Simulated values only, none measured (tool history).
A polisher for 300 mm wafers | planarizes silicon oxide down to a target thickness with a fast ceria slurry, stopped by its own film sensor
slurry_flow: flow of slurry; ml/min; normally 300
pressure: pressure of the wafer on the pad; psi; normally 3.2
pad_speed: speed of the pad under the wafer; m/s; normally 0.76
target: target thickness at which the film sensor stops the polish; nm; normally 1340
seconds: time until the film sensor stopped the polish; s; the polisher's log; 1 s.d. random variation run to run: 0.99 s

run	hour	slurry_flow	pressure	pad_speed	target	wafers since the last listed run	wafers polished on this pad	hours since the slurry nozzle was cleaned	hours since the head pressure was calibrated	incoming thickness of the incoming film, nm	seconds
1	0.0	375	3.2	0.76	1340	0	1814	31.3	286.5	2201.8	70.8
2	39.4	375	3.2	0.76	1340	248	2062	70.7	325.9	2179.9	70.4
# hour 91.4: worn pad replaced by a new one
3	120.9	375	3.2	0.76	1340	488	185	152.2	407.4	2151.7	65.0
4	189.3	300	3.7	0.76	1340	430	616	220.6	475.8	2190.8	62.9
5	267.1	300	3.7	0.76	1340	489	1106	298.4	553.6	2207.1	63.9
6	332.9	300	3.7	0.76	1340	414	1520	364.2	619.4	2152.1	60.9
7	427.6	300	3.2	0.76	1340	596	2117	458.9	714.1	2187.1	72.2
# hour 479.4: worn pad replaced by a new one
8	495.1	300	3.2	0.76	1340	399	98	526.4	781.6	2179.2	74.2
9	562.7	300	3.2	0.70	1340	425	524	594.0	849.2	2183.7	80.8
10	607.4	300	3.2	0.70	1340	281	805	638.7	893.9	2217.3	82.2
# hour 658.0: slurry nozzle cleaned
11	684.9	300	3.2	0.70	1340	481	1287	26.9	971.4	2164.5	77.3
12	779.6	300	3.2	0.76	1340	596	1884	121.6	1066.1	2172.8	74.4
# hour 787.0: head pressure recalibrated
13	880.7	300	3.2	0.76	1340	624	2508	222.7	93.7	2171.1	65.1
# hour 950.4: worn pad replaced by a new one
14	972.4	300	3.2	0.76	1340	552	138	314.4	185.4	2191.7	68.9
15	1076.5	205	3.2	0.60	1537	655	794	418.5	289.5	2194.9	69.9
16	1138.6	300	4.0	0.66	1180	391	1185	480.6	351.6	2194.3	79.0
17	1218.2	300	4.0	0.52	1340	501	1686	560.2	431.2	2203.9	84.5
18	1312.0	300	4.0	0.52	1340	590	2277	654.0	525.0	2183.0	82.2
19	1356.2	360	3.2	0.64	1504	278	2555	698.2	569.2	2142.5	62.1
20	1410.7	300	3.2	0.76	1340	343	2898	752.7	623.7	2212.0	73.5
# hour 1418.0: worn pad replaced by a new one
21	1482.6	300	2.5	0.76	1252	427	406	824.6	695.6	2182.2	97.4
# hour 1488.8: slurry nozzle cleaned
22	1570.0	255	3.2	0.84	1261	544	950	81.2	783.0	2216.0	73.7
# hour 1630.9: head pressure recalibrated
23	1658.2	230	3.5	0.76	1340	542	1493	169.4	27.3	2190.1	63.8
24	1715.1	375	3.2	0.76	1340	358	1852	226.3	84.2	2209.0	69.5
25	1783.9	300	2.1	0.76	1340	433	2285	295.1	153.0	2162.8	97.7
# hour 1853.4: worn pad replaced by a new one
26	1886.6	300	3.2	0.86	1216	621	209	397.8	255.7	2141.4	66.4
27	1944.1	300	3.2	0.76	1437	362	571	455.3	313.2	2209.0	64.6
28	2050.3	390	3.7	0.54	1435	668	1240	561.5	419.4	2189.4	75.8

3 options for the next run, each taken on its own from the tool as it stands now. Forecast them:
A	2050.7	300	3.2	0.76	1340	2	1242	561.9	419.8	2146.9	?
B	2050.7	300	3.2	0.88	1340	2	1242	561.9	419.8	2146.9	?
C	2050.7	360	3.2	0.52	1340	2	1242	561.9	419.8	2146.9	?

run	seconds
A	69.3
B	59.8
C	100.1
With the hidden condition removed and each run's random variation left untouched, the same runs would have given:
run	seconds
A	66.5
B	57.5
C	96.1
